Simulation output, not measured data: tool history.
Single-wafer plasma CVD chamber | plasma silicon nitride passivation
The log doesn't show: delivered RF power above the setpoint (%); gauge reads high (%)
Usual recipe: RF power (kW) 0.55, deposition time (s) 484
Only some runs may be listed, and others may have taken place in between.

| run | hour | RF power (kW) | deposition time (s) | wafers since the last listed run | hours since the last RF generator calibration | hours since the showerhead was replaced | hours since the gauge calibration | read-back reference wafer on the same gauge, thickness_nm | mean film thickness on the monitor wafer (Å) |
|---|---|---|---|---|---|---|---|---|---|
| 1 | 0 | 0.55 | 444 | 0 | 762.1 | 3579.1 | 29.3 | 824.171 | 7022.08 |
| 2 | 12.9 | 0.49 | 426 | 62 | 775 | 3592 | 42.2 | 823.988 | 6562.82 |
| 3 | 24.7 | 0.49 | 426 | 57 | 786.8 | 3603.8 | 54 | 823.824 | 6553.32 |
| 4 | 40 | 0.59 | 531 | 74 | 802.1 | 3619.1 | 69.3 | 823.882 | 8556.62 |
| 5 | 46.6 | 0.585 | 484 | 32 | 808.7 | 3625.7 | 75.9 | 823.827 | 7782.94 |
|  | 61.5 | RF generator calibrated |
| 6 | 62 | 0.475 | 448 | 35 | 0.5 | 3641.1 | 91.3 | 824.173 | 6852.87 |
| 7 | 71.6 | 0.475 | 448 | 46 | 10.1 | 3650.7 | 100.9 | 823.657 | 6867.4 |
| 8 | 78.9 | 0.475 | 448 | 35 | 17.4 | 3658 | 108.2 | 824.238 | 6863.93 |
|  | 86.2 | gauge calibrated |
| 9 | 86.3 | 0.55 | 408 | 35 | 24.8 | 3665.4 | 0.1 | 823.761 | 6459.11 |
|  | 95.7 | showerhead replaced |
| 10 | 99.7 | 0.465 | 401 | 26 | 38.2 | 4 | 13.5 | 824.228 | 6125.17 |
| 11 | 116.6 | 0.55 | 484 | 82 | 55.1 | 20.9 | 30.4 | 824.223 | 7663.9 |
| 12 | 122.9 | 0.55 | 484 | 30 | 61.4 | 27.2 | 36.7 | 823.966 | 7659.64 |
| 13 | 130.3 | 0.55 | 564 | 35 | 68.8 | 34.6 | 44.1 | 824.078 | 8919.16 |
| 14 | 138.7 | 0.55 | 484 | 40 | 77.2 | 43 | 52.5 | 824.214 | 7662.28 |
| 15 | 150.7 | 0.59 | 558 | 58 | 89.2 | 55 | 64.5 | 823.88 | 8958.2 |
| 16 | 166 | 0.6 | 406 | 74 | 104.5 | 70.3 | 79.8 | 823.854 | 6560.33 |
| 17 | 176.3 | 0.5 | 546 | 50 | 114.8 | 80.6 | 90.1 | 823.957 | 8438.51 |

4 ways to go on from here, each from the tool as it stands after run 17. What would each give?
| A | 176.8 | 0.44 | 484 | 2 | 115.3 | 81.1 | 90.6 | ? | ? |
| B | 176.8 | 0.515 | 388 | 2 | 115.3 | 81.1 | 90.6 | ? | ? |
| C | 176.8 | 0.61 | 423 | 2 | 115.3 | 81.1 | 90.6 | ? | ? |
| D | 176.8 | 0.55 | 558 | 2 | 115.3 | 81.1 | 90.6 | ? | ? |

| run | read-back reference wafer on the same gauge, thickness_nm | mean film thickness on the monitor wafer (Å) |
|---|---|---|
| A | 823.897 | 7294.35 |
| B | 823.897 | 6051.07 |
| C | 823.897 | 6855.11 |
| D | 823.897 | 8831.37 |
With the hidden condition removed and each run's random variation left untouched, the same runs would have given:
| run | mean film thickness on the monitor wafer (Å) |
|---|---|
| A | 7294.35 |
| B | 6051.07 |
| C | 6855.11 |
| D | 8831.37 |
